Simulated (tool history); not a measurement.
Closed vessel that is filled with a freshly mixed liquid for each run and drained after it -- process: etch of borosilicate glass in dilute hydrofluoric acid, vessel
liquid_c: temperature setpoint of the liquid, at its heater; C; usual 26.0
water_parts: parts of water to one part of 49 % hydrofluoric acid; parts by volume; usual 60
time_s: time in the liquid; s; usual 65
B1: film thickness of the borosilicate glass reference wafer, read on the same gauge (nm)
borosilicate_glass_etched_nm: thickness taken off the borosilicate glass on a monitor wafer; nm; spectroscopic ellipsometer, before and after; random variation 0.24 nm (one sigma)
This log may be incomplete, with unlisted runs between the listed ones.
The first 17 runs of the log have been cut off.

{"run": 18, "hour": 798.2, "liquid_c": 24.5, "water_parts": 45, "time_s": 65, "B1": 78.7, "borosilicate_glass_etched_nm": 41.41}
{"run": 19, "hour": 845.8, "liquid_c": 29.0, "water_parts": 60, "time_s": 65, "B1": 78.57, "borosilicate_glass_etched_nm": 36.89}
{"run": 20, "hour": 908.9, "liquid_c": 26.0, "water_parts": 60, "time_s": 65, "B1": 78.39, "borosilicate_glass_etched_nm": 32.45}
{"run": 21, "hour": 959.2, "liquid_c": 21.5, "water_parts": 90, "time_s": 65, "B1": 78.25, "borosilicate_glass_etched_nm": 17.51}
{"run": 22, "hour": 1021.8, "liquid_c": 21.5, "water_parts": 50, "time_s": 45, "B1": 78.1, "borosilicate_glass_etched_nm": 22.4}
{"run": 23, "hour": 1052.0, "liquid_c": 28.5, "water_parts": 35, "time_s": 90, "B1": 78.04, "borosilicate_glass_etched_nm": 88.84}
{"hour": 1059.5, "done": "gauge calibrated"}
{"run": 24, "hour": 1123.5, "liquid_c": 23.0, "water_parts": 60, "time_s": 85, "B1": 79.94, "borosilicate_glass_etched_nm": 38.01}
{"run": 25, "hour": 1184.0, "liquid_c": 26.0, "water_parts": 90, "time_s": 65, "B1": 79.91, "borosilicate_glass_etched_nm": 21.18}
{"run": 26, "hour": 1227.6, "liquid_c": 22.5, "water_parts": 60, "time_s": 80, "B1": 79.99, "borosilicate_glass_etched_nm": 35.44}
{"run": 27, "hour": 1290.7, "liquid_c": 26.0, "water_parts": 70, "time_s": 85, "B1": 79.9, "borosilicate_glass_etched_nm": 36.29}
{"run": 28, "hour": 1316.2, "liquid_c": 26.0, "water_parts": 45, "time_s": 95, "B1": 79.93, "borosilicate_glass_etched_nm": 65.42}
{"run": 29, "hour": 1372.6, "liquid_c": 26.0, "water_parts": 60, "time_s": 65, "B1": 79.91, "borosilicate_glass_etched_nm": 33.52}
{"run": 30, "hour": 1415.2, "liquid_c": 26.0, "water_parts": 60, "time_s": 65, "B1": 79.88, "borosilicate_glass_etched_nm": 33.48}
{"run": 31, "hour": 1449.3, "liquid_c": 26.0, "water_parts": 35, "time_s": 95, "B1": 79.85, "borosilicate_glass_etched_nm": 85.82}
{"run": 32, "hour": 1496.2, "liquid_c": 26.0, "water_parts": 40, "time_s": 65, "B1": 79.81, "borosilicate_glass_etched_nm": 50.04}
{"run": 33, "hour": 1556.3, "liquid_c": 26.0, "water_parts": 35, "time_s": 35, "B1": 79.77, "borosilicate_glass_etched_nm": 31.29}

4 ways to go on from here, each from the tool as it stands after run 33. What would each give?
{"run": "A", "hour": 1557.0, "liquid_c": 26.0, "water_parts": 60, "time_s": 65, "B1": "?", "borosilicate_glass_etched_nm": "?"}
{"run": "B", "hour": 1557.0, "liquid_c": 30.5, "water_parts": 60, "time_s": 40, "B1": "?", "borosilicate_glass_etched_nm": "?"}
{"run": "C", "hour": 1557.0, "liquid_c": 29.0, "water_parts": 45, "time_s": 50, "B1": "?", "borosilicate_glass_etched_nm": "?"}
{"run": "D", "hour": 1557.0, "liquid_c": 24.0, "water_parts": 60, "time_s": 65, "B1": "?", "borosilicate_glass_etched_nm": "?"}

run=A B1=79.80 borosilicate_glass_etched_nm=33.06
run=B B1=79.80 borosilicate_glass_etched_nm=24.30
run=C B1=79.80 borosilicate_glass_etched_nm=39.06
run=D B1=79.80 borosilicate_glass_etched_nm=30.49
What these runs would have given with no unlogged condition in the tool:
run=A borosilicate_glass_etched_nm=33.15
run=B borosilicate_glass_etched_nm=24.36
run=C borosilicate_glass_etched_nm=39.17
run=D borosilicate_glass_etched_nm=30.57
